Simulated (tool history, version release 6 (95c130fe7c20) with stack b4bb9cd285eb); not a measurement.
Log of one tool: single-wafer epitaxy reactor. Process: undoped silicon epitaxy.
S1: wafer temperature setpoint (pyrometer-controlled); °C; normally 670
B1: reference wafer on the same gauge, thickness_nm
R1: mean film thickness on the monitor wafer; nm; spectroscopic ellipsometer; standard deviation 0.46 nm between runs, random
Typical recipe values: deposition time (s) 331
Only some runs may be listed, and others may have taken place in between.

Run 1, day 0.000: usual settings but deposition time (s) 361; B1 82.137. Result: R1 97.240 nm.
Run 2, day 1.979: usual settings but deposition time (s) 361; B1 81.949. Result: R1 95.613 nm.
Run 3, day 5.750: usual settings but S1 680 °C; B1 82.159. Result: R1 110.751 nm.
Run 4, day 9.112: usual settings; B1 81.984. Result: R1 87.387 nm.
Run 5, day 11.429: usual settings; B1 82.199. Result: R1 87.967 nm.
Run 6, day 13.712: usual settings; B1 82.083. Result: R1 86.945 nm.
Run 7, day 18.046: usual settings but S1 660 °C; B1 81.843. Result: R1 67.693 nm.
At day 20.233: pyrometer calibrated.
Run 8, day 21.912: usual settings but S1 660 °C; B1 82.026. Result: R1 73.212 nm.
Run 9, day 24.029: usual settings; B1 82.153. Result: R1 92.469 nm.
At day 25.512: gauge calibrated.
Run 10, day 25.654: usual settings; B1 81.959. Result: R1 92.641 nm.
Run 11, day 29.312: usual settings but S1 678 °C, deposition time (s) 361; B1 82.042. Result: R1 121.594 nm.
Run 12, day 32.233: usual settings but S1 682 °C, deposition time (s) 308; B1 82.129. Result: R1 114.212 nm.
Run 13, day 36.596: usual settings but deposition time (s) 273; B1 82.052. Result: R1 76.834 nm.
Run 14, day 39.542: usual settings; B1 82.153. Result: R1 92.210 nm.
Run 15, day 41.217: usual settings; B1 82.214. Result: R1 92.448 nm.
Run 16, day 43.100: usual settings but deposition time (s) 357; B1 82.117. Result: R1 98.825 nm.
Run 17, day 44.788: usual settings but deposition time (s) 386; B1 82.141. Result: R1 107.742 nm.
Run 18, day 47.154: usual settings; B1 82.227. Result: R1 91.244 nm.
Run 19, day 52.133: usual settings but S1 685 °C, deposition time (s) 287; B1 81.980. Result: R1 113.392 nm.
Run 20, day 53.821: usual settings but S1 685 °C, deposition time (s) 274; B1 82.222. Result: R1 108.434 nm.
Run 21, day 55.475: usual settings but S1 678 °C; B1 82.138. Result: R1 109.871 nm.

Each row is a separate what-if for the run after 21, all from the same tool condition, not one after another. Results?
Run A, day 55.496: usual settings but deposition time (s) 363; B1 ?. Result: R1 ?.
Run B, day 55.496: usual settings but S1 683 °C, deposition time (s) 299; B1 ?. Result: R1 ?.
Run C, day 55.496: usual settings but S1 657 °C, deposition time (s) 356; B1 ?. Result: R1 ?.

run      B1       R1
  A  82.244  100.087
  B  82.244  111.809
  C  82.244   71.673
Take away the tool's hidden state, keep each run's random variation, and the runs would have read:
run       R1
  A  100.582
  B  112.345
  C   72.039

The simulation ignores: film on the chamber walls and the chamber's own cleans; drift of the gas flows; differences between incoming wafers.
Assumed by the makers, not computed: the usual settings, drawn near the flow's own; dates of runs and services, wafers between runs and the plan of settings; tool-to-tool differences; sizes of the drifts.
